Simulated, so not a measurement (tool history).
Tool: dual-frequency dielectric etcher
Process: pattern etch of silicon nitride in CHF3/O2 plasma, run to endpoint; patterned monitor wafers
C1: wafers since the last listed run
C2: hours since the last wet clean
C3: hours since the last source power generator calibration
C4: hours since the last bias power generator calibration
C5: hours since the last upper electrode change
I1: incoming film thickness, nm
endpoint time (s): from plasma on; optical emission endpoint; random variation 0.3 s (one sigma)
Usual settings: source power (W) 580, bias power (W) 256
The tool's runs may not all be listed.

{"run": 1, "hour": 0.0, "source power (W)": 580, "bias power (W)": 256, "C1": 0, "C2": 342.4, "C3": 3340, "C4": 1041.9, "C5": 2918.3, "I1": 103.9, "endpoint time (s)": 63.1}
{"run": 2, "hour": 22.8, "source power (W)": 580, "bias power (W)": 256, "C1": 227, "C2": 365.2, "C3": 3362.8, "C4": 1064.7, "C5": 2941.1, "I1": 103.2, "endpoint time (s)": 63.2}
{"run": 3, "hour": 37.2, "source power (W)": 580, "bias power (W)": 256, "C1": 143, "C2": 379.6, "C3": 3377.2, "C4": 1079.1, "C5": 2955.5, "I1": 104.2, "endpoint time (s)": 63.4}
{"run": 4, "hour": 51.8, "source power (W)": 580, "bias power (W)": 256, "C1": 145, "C2": 394.2, "C3": 3391.8, "C4": 1093.7, "C5": 2970.1, "I1": 105, "endpoint time (s)": 64.2}
{"run": 5, "hour": 79.4, "source power (W)": 580, "bias power (W)": 256, "C1": 274, "C2": 421.8, "C3": 3419.4, "C4": 1121.3, "C5": 2997.7, "I1": 103.4, "endpoint time (s)": 62.6}
{"run": 6, "hour": 101.9, "source power (W)": 580, "bias power (W)": 256, "C1": 224, "C2": 444.3, "C3": 3441.9, "C4": 1143.8, "C5": 3020.2, "I1": 104.5, "endpoint time (s)": 63.9}
{"run": 7, "hour": 128.8, "source power (W)": 580, "bias power (W)": 256, "C1": 268, "C2": 471.2, "C3": 3468.8, "C4": 1170.7, "C5": 3047.1, "I1": 103.7, "endpoint time (s)": 63}
{"run": 8, "hour": 145.6, "source power (W)": 580, "bias power (W)": 256, "C1": 167, "C2": 488, "C3": 3485.6, "C4": 1187.5, "C5": 3063.9, "I1": 103, "endpoint time (s)": 62.2}
{"run": 9, "hour": 180.7, "source power (W)": 580, "bias power (W)": 256, "C1": 349, "C2": 523.1, "C3": 3520.7, "C4": 1222.6, "C5": 3099, "I1": 102.6, "endpoint time (s)": 62.2}
{"run": 10, "hour": 193.9, "source power (W)": 580, "bias power (W)": 256, "C1": 131, "C2": 536.3, "C3": 3533.9, "C4": 1235.8, "C5": 3112.2, "I1": 103.5, "endpoint time (s)": 62.5}
{"run": 11, "hour": 214.0, "source power (W)": 580, "bias power (W)": 297, "C1": 200, "C2": 556.4, "C3": 3554, "C4": 1255.9, "C5": 3132.3, "I1": 104.2, "endpoint time (s)": 58.8}
{"hour": 251.9, "done": "wet clean of the chamber"}
{"run": 12, "hour": 252.4, "source power (W)": 580, "bias power (W)": 256, "C1": 143, "C2": 0.5, "C3": 3592.4, "C4": 1294.3, "C5": 3170.7, "I1": 104.2, "endpoint time (s)": 64.2}
{"run": 13, "hour": 263.5, "source power (W)": 580, "bias power (W)": 256, "C1": 110, "C2": 11.6, "C3": 3603.5, "C4": 1305.4, "C5": 3181.8, "I1": 103.6, "endpoint time (s)": 64.7}
{"run": 14, "hour": 288.6, "source power (W)": 580, "bias power (W)": 256, "C1": 250, "C2": 36.7, "C3": 3628.6, "C4": 1330.5, "C5": 3206.9, "I1": 102.4, "endpoint time (s)": 63.4}
{"run": 15, "hour": 318.9, "source power (W)": 460, "bias power (W)": 319, "C1": 301, "C2": 67, "C3": 3658.9, "C4": 1360.8, "C5": 3237.2, "I1": 104.4, "endpoint time (s)": 67.6}
{"run": 16, "hour": 350.3, "source power (W)": 580, "bias power (W)": 256, "C1": 312, "C2": 98.4, "C3": 3690.3, "C4": 1392.2, "C5": 3268.6, "I1": 104.5, "endpoint time (s)": 64.4}
{"hour": 390.8, "done": "upper electrode replaced"}
{"run": 17, "hour": 391.3, "source power (W)": 580, "bias power (W)": 256, "C1": 169, "C2": 139.4, "C3": 3731.3, "C4": 1433.2, "C5": 0.5, "I1": 103.2, "endpoint time (s)": 63.8}
{"run": 18, "hour": 410.9, "source power (W)": 480, "bias power (W)": 256, "C1": 195, "C2": 159, "C3": 3750.9, "C4": 1452.8, "C5": 20.1, "I1": 104.7, "endpoint time (s)": 72.8}
{"hour": 447.6, "done": "source power generator calibrated"}
{"run": 19, "hour": 448.1, "source power (W)": 580, "bias power (W)": 292, "C1": 330, "C2": 196.2, "C3": 0.5, "C4": 1490, "C5": 57.3, "I1": 104.4, "endpoint time (s)": 60.4}
{"run": 20, "hour": 469.2, "source power (W)": 580, "bias power (W)": 256, "C1": 210, "C2": 217.3, "C3": 21.6, "C4": 1511.1, "C5": 78.4, "I1": 104.3, "endpoint time (s)": 64.1}
{"run": 21, "hour": 487.1, "source power (W)": 500, "bias power (W)": 300, "C1": 178, "C2": 235.2, "C3": 39.5, "C4": 1529, "C5": 96.3, "I1": 103, "endpoint time (s)": 64.4}
{"run": 22, "hour": 502.9, "source power (W)": 480, "bias power (W)": 290, "C1": 157, "C2": 251, "C3": 55.3, "C4": 1544.8, "C5": 112.1, "I1": 103.8, "endpoint time (s)": 67.8}
{"hour": 534.1, "done": "bias power generator calibrated"}
{"run": 23, "hour": 538.1, "source power (W)": 580, "bias power (W)": 256, "C1": 310, "C2": 286.2, "C3": 90.5, "C4": 4, "C5": 147.3, "I1": 103.6, "endpoint time (s)": 63.2}
{"run": 24, "hour": 572.4, "source power (W)": 580, "bias power (W)": 299, "C1": 341, "C2": 320.5, "C3": 124.8, "C4": 38.3, "C5": 181.6, "I1": 104.4, "endpoint time (s)": 59.2}
{"run": 25, "hour": 584.7, "source power (W)": 520, "bias power (W)": 199, "C1": 122, "C2": 332.8, "C3": 137.1, "C4": 50.6, "C5": 193.9, "I1": 104.6, "endpoint time (s)": 75.3}
{"run": 26, "hour": 619.0, "source power (W)": 580, "bias power (W)": 256, "C1": 341, "C2": 367.1, "C3": 171.4, "C4": 84.9, "C5": 228.2, "I1": 103.5, "endpoint time (s)": 62.6}
{"run": 27, "hour": 643.8, "source power (W)": 540, "bias power (W)": 292, "C1": 247, "C2": 391.9, "C3": 196.2, "C4": 109.7, "C5": 253, "I1": 103.6, "endpoint time (s)": 61.9}
{"run": 28, "hour": 679.1, "source power (W)": 520, "bias power (W)": 297, "C1": 351, "C2": 427.2, "C3": 231.5, "C4": 145, "C5": 288.3, "I1": 103, "endpoint time (s)": 62.9}
{"run": 29, "hour": 713.2, "source power (W)": 480, "bias power (W)": 278, "C1": 339, "C2": 461.3, "C3": 265.6, "C4": 179.1, "C5": 322.4, "I1": 103.6, "endpoint time (s)": 67.9}

5 ways to go on from here, each from the tool as it stands after run 29. What would each give?
{"run": "A", "hour": 713.6, "source power (W)": 580, "bias power (W)": 285, "C1": 3, "C2": 461.7, "C3": 266, "C4": 179.5, "C5": 322.8, "I1": 103.9, "endpoint time (s)": "?"}
{"run": "B", "hour": 713.6, "source power (W)": 650, "bias power (W)": 208, "C1": 3, "C2": 461.7, "C3": 266, "C4": 179.5, "C5": 322.8, "I1": 103.9, "endpoint time (s)": "?"}
{"run": "C", "hour": 713.6, "source power (W)": 580, "bias power (W)": 308, "C1": 3, "C2": 461.7, "C3": 266, "C4": 179.5, "C5": 322.8, "I1": 103.9, "endpoint time (s)": "?"}
{"run": "D", "hour": 713.6, "source power (W)": 580, "bias power (W)": 229, "C1": 3, "C2": 461.7, "C3": 266, "C4": 179.5, "C5": 322.8, "I1": 103.9, "endpoint time (s)": "?"}
{"run": "E", "hour": 713.6, "source power (W)": 510, "bias power (W)": 235, "C1": 3, "C2": 461.7, "C3": 266, "C4": 179.5, "C5": 322.8, "I1": 103.9, "endpoint time (s)": "?"}

run=A endpoint_time_(s)=59.8
run=B endpoint_time_(s)=63.9
run=C endpoint_time_(s)=57.9
run=D endpoint_time_(s)=65.5
run=E endpoint_time_(s)=70
Without the tool's hidden state the same runs would have given:
run=A endpoint_time_(s)=61.1
run=B endpoint_time_(s)=65.3
run=C endpoint_time_(s)=59.2
run=D endpoint_time_(s)=67
run=E endpoint_time_(s)=71.6
